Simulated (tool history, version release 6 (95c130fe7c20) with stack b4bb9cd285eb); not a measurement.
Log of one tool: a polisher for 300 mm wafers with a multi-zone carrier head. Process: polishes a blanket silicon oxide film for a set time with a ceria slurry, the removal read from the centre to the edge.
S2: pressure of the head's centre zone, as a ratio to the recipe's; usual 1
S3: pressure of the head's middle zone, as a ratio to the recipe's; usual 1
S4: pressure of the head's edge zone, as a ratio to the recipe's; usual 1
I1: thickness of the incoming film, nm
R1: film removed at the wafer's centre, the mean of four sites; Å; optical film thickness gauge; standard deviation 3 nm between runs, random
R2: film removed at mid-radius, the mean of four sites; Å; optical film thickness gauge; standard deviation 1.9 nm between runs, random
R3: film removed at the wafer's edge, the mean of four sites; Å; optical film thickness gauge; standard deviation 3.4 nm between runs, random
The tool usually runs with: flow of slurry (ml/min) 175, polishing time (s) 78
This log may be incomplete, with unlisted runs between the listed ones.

run 1 hour=0 | flow_of_slurry_(ml/min)=175 S2=1 S3=1 S4=1 polishing_time_(s)=78 | I1=1507.6 | R1=2726 R2=2651 R3=2761
run 2 hour=58.4 | flow_of_slurry_(ml/min)=175 S2=1 S3=1 S4=1 polishing_time_(s)=78 | I1=1521.9 | R1=2652 R2=2588 R3=2696
run 3 hour=112.3 | flow_of_slurry_(ml/min)=175 S2=1 S3=1 S4=1 polishing_time_(s)=78 | I1=1537.2 | R1=2654 R2=2541 R3=2689
-- hour=149.7 worn pad replaced by a new one
-- hour=170.3 carrier head's membrane replaced by a new one
run 4 hour=180.7 | flow_of_slurry_(ml/min)=175 S2=1 S3=0.96 S4=1 polishing_time_(s)=78 | I1=1480 | R1=2790 R2=2680 R3=2867
run 5 hour=240.6 | flow_of_slurry_(ml/min)=175 S2=1 S3=1 S4=1 polishing_time_(s)=78 | I1=1508.2 | R1=2721 R2=2598 R3=2804
-- hour=325.2 slurry nozzle cleaned
run 6 hour=342.2 | flow_of_slurry_(ml/min)=175 S2=1 S3=1 S4=0.91 polishing_time_(s)=78 | I1=1486.6 | R1=2645 R2=2564 R3=2599
-- hour=370.1 worn pad replaced by a new one, of another model than before
run 7 hour=411.7 | flow_of_slurry_(ml/min)=175 S2=1 S3=1 S4=1 polishing_time_(s)=78 | I1=1521.6 | R1=2853 R2=2708 R3=2840
-- hour=436.7 edge zone pressure recalibrated
run 8 hour=500 | flow_of_slurry_(ml/min)=175 S2=1 S3=1 S4=1 polishing_time_(s)=78 | I1=1489.3 | R1=2681 R2=2575 R3=2714
-- hour=546.6 centre zone pressure recalibrated
run 9 hour=578.7 | flow_of_slurry_(ml/min)=150 S2=0.89 S3=1 S4=0.93 polishing_time_(s)=59 | I1=1516.5 | R1=1801 R2=1874 R3=1957
-- hour=591.4 worn pad replaced by a new one
run 10 hour=646.2 | flow_of_slurry_(ml/min)=120 S2=0.9 S3=1 S4=1.07 polishing_time_(s)=93 | I1=1510.1 | R1=2882 R2=3110 R3=3393
run 11 hour=742.7 | flow_of_slurry_(ml/min)=175 S2=0.93 S3=1 S4=0.9 polishing_time_(s)=78 | I1=1522.2 | R1=2533 R2=2631 R3=2573
-- hour=768.1 carrier head's membrane replaced by a new one
-- hour=802.9 worn pad replaced by a new one
run 12 hour=821.1 | flow_of_slurry_(ml/min)=175 S2=1 S3=1.09 S4=0.93 polishing_time_(s)=78 | I1=1495.4 | R1=2919 R2=3009 R3=2874
-- hour=877.9 slurry nozzle cleaned
run 13 hour=913.6 | flow_of_slurry_(ml/min)=175 S2=1 S3=1 S4=1 polishing_time_(s)=78 | I1=1515.1 | R1=2697 R2=2638 R3=2733
run 14 hour=971.5 | flow_of_slurry_(ml/min)=145 S2=0.92 S3=1.11 S4=1 polishing_time_(s)=95 | I1=1535.2 | R1=2984 R2=3339 R3=3199
run 15 hour=1036.6 | flow_of_slurry_(ml/min)=175 S2=0.91 S3=1 S4=1 polishing_time_(s)=78 | I1=1516.6 | R1=2430 R2=2565 R3=2708
-- hour=1058.4 worn pad replaced by a new one
run 16 hour=1091.5 | flow_of_slurry_(ml/min)=175 S2=1 S3=1.09 S4=1 polishing_time_(s)=78 | I1=1517.6 | R1=2789 R2=2985 R3=2814
run 17 hour=1186.6 | flow_of_slurry_(ml/min)=175 S2=1.09 S3=0.95 S4=0.94 polishing_time_(s)=78 | I1=1505.2 | R1=2838 R2=2486 R3=2606

Below, some changes in R1 between adjacent runs. For each, the amount present without the hidden state too (settings, incoming material, random variation) and the amount remaining for the hidden state with gauge scatter not shared by both compared results:
What the log doesn't record here: removal rate lost through wear of the pad, %; slurry flow missing at the pad, %; deviation of the centre zone's pressure from its setpoint, %; deviation of the edge zone's pressure from its setpoint, %.
Run 9 -> 10: flow of slurry (ml/min) 150 -> 120, S2 0.89 -> 0.9, S4 0.93 -> 1.07, polishing time (s) 59 -> 93, worn pad replaced by a new one. R1 +1081 Å: hidden state +52, all else +1029.
Run 11 -> 12: S2 0.93 -> 1, S3 1 -> 1.09, S4 0.9 -> 0.93, carrier head's membrane replaced by a new one, worn pad replaced by a new one. R1 +386 Å: hidden state +203, all else +183.

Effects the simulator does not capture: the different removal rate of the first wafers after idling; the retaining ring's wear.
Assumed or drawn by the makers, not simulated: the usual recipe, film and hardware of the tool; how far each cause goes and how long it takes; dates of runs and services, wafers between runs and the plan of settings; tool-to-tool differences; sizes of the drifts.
